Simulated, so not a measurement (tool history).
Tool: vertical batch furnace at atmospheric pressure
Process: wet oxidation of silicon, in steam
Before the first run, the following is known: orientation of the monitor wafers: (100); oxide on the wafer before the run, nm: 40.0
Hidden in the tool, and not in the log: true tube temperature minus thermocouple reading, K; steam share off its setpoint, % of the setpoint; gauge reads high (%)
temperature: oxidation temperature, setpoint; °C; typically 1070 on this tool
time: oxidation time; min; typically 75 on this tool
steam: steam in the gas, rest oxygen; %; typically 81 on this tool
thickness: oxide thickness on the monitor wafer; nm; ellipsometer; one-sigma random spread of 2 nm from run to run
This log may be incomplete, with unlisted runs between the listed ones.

run,hour,temperature,time,steam,wafers since the last listed run,hours since the last temperature calibration,hours since the steam generator was serviced,hours since the gauge calibration,"read-back reference wafer on the same gauge, thickness",thickness
1,0,1059,75,81,0,792,2854.8,481,617,543.04
2,49,1059,75,81,563,841,2903.8,530,617.53,546.62
3,137.4,1059,75,81,1016,929.4,2992.2,618.4,618.3,542.27
4,244.4,1070,75,72,1230,1036.4,3099.2,725.4,617.08,535.68
5,289,1070,75,72,513,1081,3143.8,770,617.99,539.54
6,352.6,1070,75,73,731,1144.6,3207.4,833.6,618.07,544.95
7,459.7,1070,75,81,1231,1251.7,3314.5,940.7,617.45,568.84
8,511.3,1087,75,87,593,1303.3,3366.1,992.3,618.17,638.36
9,549,1070,65.5,81,433,1341,3403.8,1030,618.07,534.48
10,614,1070,65.5,81,747,1406,3468.8,1095,618.06,528.64
11,662.4,1070,65.5,81,556,1454.4,3517.2,1143.4,617.46,529.21
# hour 741.9: steam generator serviced
12,742.4,1070,46.5,81,644,1534.4,0.5,1223.4,618.55,450.53
13,762.1,1070,75,81,226,1554.1,20.2,1243.1,617.33,594.39
14,840.2,1070,75,81,898,1632.2,98.3,1321.2,617.88,589.73
15,934.2,1070,75,81,1081,1726.2,192.3,1415.2,617.71,589.09
16,976.7,1070,65.5,81,488,1768.7,234.8,1457.7,618.11,544.37
17,1069.3,1059,75,81,1065,1861.3,327.4,1550.3,617.56,559.75
18,1114.8,1054,98,71,523,1906.8,372.9,1595.8,618.56,589.44
19,1189.2,1070,75,81,855,1981.2,447.3,1670.2,619.05,585.64
20,1396,1070,90.5,81,2378,2188,654.1,1877,617.72,645.98
# hour 1427.1: thermocouples replaced and temperature profile calibrated
21,1473.6,1087,75,81,616,46.5,731.7,1954.6,617.74,623.2
# hour 1477.8: gauge calibrated
22,1552.3,1070,56,81,905,125.2,810.4,74.5,618.39,489.56
23,1612.7,1070,58,77,694,185.6,870.8,134.9,617.59,486.46
24,1654.6,1057,75,81,481,227.5,912.7,176.8,618.48,551.36
25,1737.6,1070,44,89,954,310.5,995.7,259.8,617.85,450.04
26,1800,1070,48,87,717,372.9,1058.1,322.2,617.6,465.93
27,1843.3,1056,49.5,76,498,416.2,1101.4,365.5,617.84,407.47
28,1925.7,1070,107,81,947,498.6,1183.8,447.9,618.31,704.52
29,1999.9,1070,75,81,853,572.8,1258,522.1,617.42,577.63
30,2080.3,1050,103,92,924,653.2,1338.4,602.5,617.97,679.79

Describe how what the log doesn't record of the tool's condition differs between the last listed run preceding each entry between runs and the first listed run following it.
Logged between run 11 and run 12: steam generator serviced (hour 741.9)
  steam share off its setpoint, % of the setpoint: -6.35 -> -0.555
  difference, measured minus the result without the unlogged condition, thickness: -20.26 -> -1.46 nm
Logged between run 20 and run 21: thermocouples replaced and temperature profile calibrated (hour 1427.1)
  steam share off its setpoint, % of the setpoint: -3.56 -> -3.81
  difference, measured minus the result without the unlogged condition, thickness: -13.35 -> -13.63 nm
Logged between run 21 and run 22: gauge calibrated (hour 1477.8)
  steam share off its setpoint, % of the setpoint: -3.81 -> -4.05
  difference, measured minus the result without the unlogged condition, thickness: -13.63 -> -11.8 nm

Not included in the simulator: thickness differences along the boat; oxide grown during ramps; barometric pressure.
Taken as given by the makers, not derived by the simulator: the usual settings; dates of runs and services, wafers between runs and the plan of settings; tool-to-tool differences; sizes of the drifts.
